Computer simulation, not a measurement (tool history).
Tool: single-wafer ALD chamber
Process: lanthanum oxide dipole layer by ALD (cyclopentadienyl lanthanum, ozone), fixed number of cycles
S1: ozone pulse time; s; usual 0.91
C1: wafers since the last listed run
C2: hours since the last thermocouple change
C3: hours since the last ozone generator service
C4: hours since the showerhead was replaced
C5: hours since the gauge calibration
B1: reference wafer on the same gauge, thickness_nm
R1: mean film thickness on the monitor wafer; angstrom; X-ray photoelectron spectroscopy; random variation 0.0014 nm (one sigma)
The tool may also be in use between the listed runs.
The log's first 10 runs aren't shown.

run	hour	S1	C1	C2	C3	C4	C5	B1	R1
11	264.4	0.82	494	30.3	942.8	6051.1	774.9	0.416	4.52
# hour 285.2: ozone generator serviced
12	289.9	1.16	290	55.8	4.7	6076.6	800.4	0.416	4.88
13	305.3	0.67	255	71.2	20.1	6092.0	815.8	0.416	4.44
14	337.5	1.14	534	103.4	52.3	6124.2	848.0	0.416	4.89
# hour 352.6: showerhead replaced, of another model than before
15	366.2	0.91	343	132.1	81.0	13.6	876.7	0.416	4.65
16	395.3	1.17	482	161.2	110.1	42.7	905.8	0.415	4.99
17	425.6	0.91	502	191.5	140.4	73.0	936.1	0.416	4.63
18	443.1	1.06	290	209.0	157.9	90.5	953.6	0.416	4.83
19	462.1	1.13	315	228.0	176.9	109.5	972.6	0.416	4.96
20	474.2	1.09	200	240.1	189.0	121.6	984.7	0.416	4.87
21	486.3	0.61	200	252.2	201.1	133.7	996.8	0.416	3.99
22	520.0	0.79	559	285.9	234.8	167.4	1030.5	0.416	4.40
23	538.0	0.57	298	303.9	252.8	185.4	1048.5	0.416	3.86
24	552.6	0.91	242	318.5	267.4	200.0	1063.1	0.416	4.59
25	579.6	1.12	448	345.5	294.4	227.0	1090.1	0.416	4.90
# hour 583.6: gauge calibrated
26	606.9	1.08	453	372.8	321.7	254.3	23.3	0.416	4.84
27	623.6	0.64	277	389.5	338.4	271.0	40.0	0.416	4.04
28	650.9	1.11	453	416.8	365.7	298.3	67.3	0.416	4.88
29	672.8	0.91	363	438.7	387.6	320.2	89.2	0.416	4.58
30	692.3	0.91	323	458.2	407.1	339.7	108.7	0.416	4.60
31	725.9	1.04	557	491.8	440.7	373.3	142.3	0.416	4.81
32	747.3	0.91	355	513.2	462.1	394.7	163.7	0.417	4.58
33	779.7	0.91	537	545.6	494.5	427.1	196.1	0.416	4.57
34	804.8	0.91	416	570.7	519.6	452.2	221.2	0.417	4.59

Forecast each of these 4 alternatives for the next run:
A	805.2	0.91	6	571.1	520.0	452.6	221.6	?	?
B	805.2	0.56	6	571.1	520.0	452.6	221.6	?	?
C	805.2	0.77	6	571.1	520.0	452.6	221.6	?	?
D	805.2	0.75	6	571.1	520.0	452.6	221.6	?	?

run	B1	R1
A	0.416	4.55
B	0.416	3.76
C	0.416	4.29
D	0.416	4.25
Without the tool's hidden state the same runs would have given:
run	R1
A	4.67
B	3.90
C	4.41
D	4.37

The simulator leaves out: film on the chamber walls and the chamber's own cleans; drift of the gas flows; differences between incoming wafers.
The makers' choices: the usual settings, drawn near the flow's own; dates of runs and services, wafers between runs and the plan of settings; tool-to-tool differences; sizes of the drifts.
